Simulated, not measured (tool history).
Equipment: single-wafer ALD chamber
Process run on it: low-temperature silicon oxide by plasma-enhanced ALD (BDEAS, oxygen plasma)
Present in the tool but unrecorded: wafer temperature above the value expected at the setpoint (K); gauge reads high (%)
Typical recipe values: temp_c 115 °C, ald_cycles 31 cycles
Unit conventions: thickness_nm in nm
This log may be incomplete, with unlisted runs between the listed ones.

| run | day | temp_c | ald_cycles | wafers since the last listed run | hours since the last thermocouple change | hours since the gauge calibration | read-back reference wafer on the same gauge, thickness_nm | thickness_nm |
|---|---|---|---|---|---|---|---|---|
| 1 | 0 | 107 | 30 | 0 | 1332.2 | 87.3 | 3.894 | 4.158 |
| 2 | 0.575 | 107 | 30 | 65 | 1346 | 101.1 | 3.896 | 4.181 |
| 3 | 1.058 | 107 | 30 | 55 | 1357.6 | 112.7 | 3.898 | 4.179 |
| 4 | 1.8 | 115 | 31 | 85 | 1375.4 | 130.5 | 3.899 | 4.263 |
| 5 | 2.538 | 115 | 31 | 84 | 1393.1 | 148.2 | 3.9 | 4.248 |
| 6 | 3.196 | 115 | 31 | 75 | 1408.9 | 164 | 3.9 | 4.275 |
| 7 | 4.004 | 115 | 28 | 92 | 1428.3 | 183.4 | 3.905 | 3.857 |
|  | 4.617 | thermocouple changed; heater temperature recalibrated |
| 8 | 4.638 | 115 | 26 | 34 | 0.5 | 198.6 | 3.907 | 3.582 |
| 9 | 4.854 | 115 | 26 | 24 | 5.7 | 203.8 | 3.905 | 3.584 |
| 10 | 5.129 | 115 | 29 | 31 | 12.3 | 210.4 | 3.907 | 4.01 |
| 11 | 5.733 | 122 | 31 | 69 | 26.8 | 224.9 | 3.906 | 4.223 |
| 12 | 6.142 | 122 | 31 | 46 | 36.6 | 234.7 | 3.907 | 4.216 |
| 13 | 7.862 | 122 | 31 | 197 | 77.9 | 276 | 3.906 | 4.218 |
| 14 | 8.517 | 122 | 31 | 75 | 93.6 | 291.7 | 3.907 | 4.234 |
|  | 8.979 | gauge calibrated |
| 15 | 9.008 | 104 | 31 | 56 | 105.4 | 0.7 | 3.871 | 4.321 |
| 16 | 9.446 | 104 | 26 | 50 | 115.9 | 11.2 | 3.877 | 3.625 |
| 17 | 9.95 | 123 | 31 | 57 | 128 | 23.3 | 3.882 | 4.195 |
| 18 | 10.4 | 129 | 35 | 51 | 138.8 | 34.1 | 3.883 | 4.682 |
| 19 | 11.138 | 115 | 34 | 84 | 156.5 | 51.8 | 3.89 | 4.663 |
| 20 | 11.633 | 102 | 26 | 56 | 168.4 | 63.7 | 3.893 | 3.639 |
| 21 | 12.496 | 115 | 31 | 98 | 189.1 | 84.4 | 3.898 | 4.254 |
| 22 | 12.988 | 129 | 26 | 56 | 200.9 | 96.2 | 3.9 | 3.487 |
| 23 | 13.258 | 115 | 27 | 31 | 207.4 | 102.7 | 3.903 | 3.706 |
| 24 | 13.712 | 115 | 31 | 52 | 218.3 | 113.6 | 3.904 | 4.283 |
| 25 | 14.038 | 101 | 35 | 37 | 226.1 | 121.4 | 3.904 | 4.935 |
| 26 | 14.471 | 115 | 31 | 49 | 236.5 | 131.8 | 3.905 | 4.262 |

Alternative continuations, all from the tool just after run 26; predict every row:
| A | 14.492 | 102 | 31 | 2 | 237 | 132.3 | ? | ? |
| B | 14.492 | 115 | 25 | 2 | 237 | 132.3 | ? | ? |
| C | 14.492 | 109 | 31 | 2 | 237 | 132.3 | ? | ? |

| run | read-back reference wafer on the same gauge, thickness_nm | thickness_nm |
|---|---|---|
| A | 3.906 | 4.363 |
| B | 3.906 | 3.445 |
| C | 3.906 | 4.314 |
Had the tool no hidden state, the same runs would have come out as:
| run | thickness_nm |
|---|---|
| A | 4.323 |
| B | 3.414 |
| C | 4.275 |
